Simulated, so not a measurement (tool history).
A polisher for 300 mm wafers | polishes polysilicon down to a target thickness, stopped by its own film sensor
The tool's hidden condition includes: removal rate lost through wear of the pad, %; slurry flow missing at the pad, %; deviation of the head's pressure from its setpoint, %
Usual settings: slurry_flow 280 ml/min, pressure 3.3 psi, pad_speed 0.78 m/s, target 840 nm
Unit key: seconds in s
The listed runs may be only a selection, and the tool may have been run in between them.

run   hour  slurry_flow  pressure  pad_speed  target  wafers since the last listed run  wafers polished on this pad  hours since the slurry nozzle was cleaned  hours since the head pressure was calibrated  incoming thickness of the incoming film, nm  seconds
  1    0.0          260       3.7       0.78     840                                 0                         1695                                      151.5                                         265.8                                       1327.7     70.7
      22.2  -- worn pad replaced by a new one
  2   46.6          280       3.3       0.78     840                               496                          284                                      198.1                                         312.4                                       1295.6     70.2
  3   99.5          280       3.3       0.78     840                               616                          900                                      251.0                                         365.3                                       1320.4     72.1
     119.2  -- head pressure recalibrated
  4  154.1          280       3.3       0.70     840                               612                         1513                                      305.6                                          34.9                                       1321.8     91.5
  5  180.9          280       3.3       0.70     840                               312                         1826                                      332.4                                          61.7                                       1310.3     88.9
     204.9  -- worn pad replaced by a new one
  6  237.0          280       3.3       0.70     840                               607                          373                                      388.5                                         117.8                                       1317.0     88.0
  7  296.5          350       3.3       0.96     840                               693                         1067                                      448.0                                         177.3                                       1293.1     59.2
  8  337.3          350       3.3       0.96     840                               475                         1542                                      488.8                                         218.1                                       1324.0     62.3
  9  392.5          350       3.3       0.96     840                               643                         2185                                      544.0                                         273.3                                       1312.3     61.9
     415.2  -- worn pad replaced by a new one
     447.4  -- head pressure recalibrated
 10  482.4          280       3.3       0.78     840                               977                          760                                      633.9                                          35.0                                       1291.0     75.6

Expected results for the next run?
 11  552.4          185       3.3       0.78     711                               815                         1575                                      703.9                                         105.0                                       1332.2        ?

Run 11 came out at seconds 108.6 s.
With the hidden condition absent and the run-to-run variation left alone, this run would have shown seconds 107.4 s.
